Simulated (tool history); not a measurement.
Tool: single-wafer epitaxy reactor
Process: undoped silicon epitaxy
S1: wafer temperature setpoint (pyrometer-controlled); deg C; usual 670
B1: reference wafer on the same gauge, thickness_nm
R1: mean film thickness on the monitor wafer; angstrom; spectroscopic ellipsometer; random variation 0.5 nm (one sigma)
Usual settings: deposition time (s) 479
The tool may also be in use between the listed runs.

Run 1, hour 0: usual settings; B1 129.389. Result: R1 1274.26 angstrom.
Run 2, hour 73.6: usual settings; B1 129.724. Result: R1 1274.22 angstrom.
Run 3, hour 145.8: usual settings; B1 129.832. Result: R1 1279.7 angstrom.
Run 4, hour 252.7: usual settings; B1 130.277. Result: R1 1287.35 angstrom.
Run 5, hour 302.4: usual settings; B1 130.506. Result: R1 1288.68 angstrom.
Run 6, hour 374.7: usual settings; B1 130.908. Result: R1 1295.67 angstrom.
Run 7, hour 465.5: usual settings but S1 659 deg C; B1 131.198. Result: R1 999.22 angstrom.
Run 8, hour 517.5: usual settings but S1 659 deg C; B1 131.501. Result: R1 999.15 angstrom.
Run 9, hour 596.2: usual settings; B1 131.723. Result: R1 1296.58 angstrom.
At hour 626.8: gauge calibrated.
Run 10, hour 643.7: usual settings but deposition time (s) 444; B1 127.116. Result: R1 1166.28 angstrom.
Run 11, hour 719.3: usual settings; B1 127.431. Result: R1 1259.41 angstrom.
Run 12, hour 824.8: usual settings but deposition time (s) 457; B1 127.873. Result: R1 1197.05 angstrom.
Run 13, hour 875.3: usual settings; B1 128.214. Result: R1 1265.35 angstrom.
Run 14, hour 936.2: usual settings but deposition time (s) 570; B1 128.24. Result: R1 1508.63 angstrom.
Run 15, hour 987: usual settings; B1 128.468. Result: R1 1261.79 angstrom.
Run 16, hour 1031.7: usual settings but S1 681 deg C, deposition time (s) 570; B1 128.833. Result: R1 1935.44 angstrom.
Run 17, hour 1081: usual settings but S1 678 deg C, deposition time (s) 429; B1 128.96. Result: R1 1362.93 angstrom.
Run 18, hour 1134.9: usual settings but S1 684 deg C, deposition time (s) 398; B1 129.223. Result: R1 1455.12 angstrom.
Run 19, hour 1229: usual settings but S1 659 deg C, deposition time (s) 415; B1 129.451. Result: R1 863.37 angstrom.
Run 20, hour 1276.5: usual settings; B1 129.721. Result: R1 1282.87 angstrom.
At hour 1391.2: pyrometer calibrated.
Run 21, hour 1391.7: usual settings but S1 680 deg C, deposition time (s) 574; B1 130.158. Result: R1 1928.92 angstrom.
Run 22, hour 1512.6: usual settings but S1 660 deg C, deposition time (s) 548; B1 130.664. Result: R1 1168.62 angstrom.
Run 23, hour 1603: usual settings; B1 130.956. Result: R1 1296.11 angstrom.
Run 24, hour 1643.7: usual settings but S1 660 deg C, deposition time (s) 397; B1 131.355. Result: R1 844.66 angstrom.
Run 25, hour 1714.2: usual settings; B1 131.606. Result: R1 1289.76 angstrom.
At hour 1719.8: gauge calibrated.
Run 26, hour 1820.8: usual settings but deposition time (s) 557; B1 127.939. Result: R1 1475.85 angstrom.
Run 27, hour 1864: usual settings but S1 685 deg C; B1 128.084. Result: R1 1759.84 angstrom.

3 ways to go on from here, each from the tool as it stands after run 27. What would each give?
Run A, hour 1864.5: usual settings but deposition time (s) 551; B1 ?. Result: R1 ?.
Run B, hour 1864.5: usual settings but deposition time (s) 407; B1 ?. Result: R1 ?.
Run C, hour 1864.5: usual settings but S1 680 deg C, deposition time (s) 454; B1 ?. Result: R1 ?.

run       B1       R1
  A  127.976  1453.77
  B  127.976  1073.84
  C  127.976   1501.4
Without the tool's hidden state the same runs would have given:
run       R1
  A   1441.3
  B  1064.62
  C  1488.52
